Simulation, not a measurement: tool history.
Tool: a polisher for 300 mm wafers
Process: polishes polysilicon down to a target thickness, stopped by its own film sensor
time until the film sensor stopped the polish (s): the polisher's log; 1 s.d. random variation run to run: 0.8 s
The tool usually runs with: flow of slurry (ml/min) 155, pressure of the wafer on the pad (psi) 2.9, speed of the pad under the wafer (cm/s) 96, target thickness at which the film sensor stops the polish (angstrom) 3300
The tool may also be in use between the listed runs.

run,hour,flow of slurry (ml/min),pressure of the wafer on the pad (psi),speed of the pad under the wafer (cm/s),target thickness at which the film sensor stops the polish (angstrom),"incoming thickness of the incoming film, nm",time until the film sensor stopped the polish (s)
1,0.0,120,2.9,76,3300,831.8,79.8
2,64.7,120,2.9,96,3300,824.2,67.3
3,97.6,120,2.9,96,3300,825.8,70.6
4,118.5,120,2.9,96,3300,844.1,71.7
# hour 125.3: worn pad replaced by a new one
5,150.0,155,2.9,96,3300,828.6,61.1
# hour 173.1: slurry nozzle cleaned
6,185.1,155,2.9,96,3300,838.7,63.1
7,208.1,155,2.9,96,3300,840.1,65.8
8,226.7,155,2.9,96,3300,830.3,65.8
9,255.1,155,2.9,96,1940,831.7,86.3

For run 10, what comes out?
# hour 262.2: head pressure recalibrated
10,279.0,205,2.9,76,3300,840.2,?

{"run 10": {"time until the film sensor stopped the polish (s)": 86.1}}
Were there no unlogged condition in the tool, this run, its random variation unchanged, would have produced time until the film sensor stopped the polish (s) 74.6.
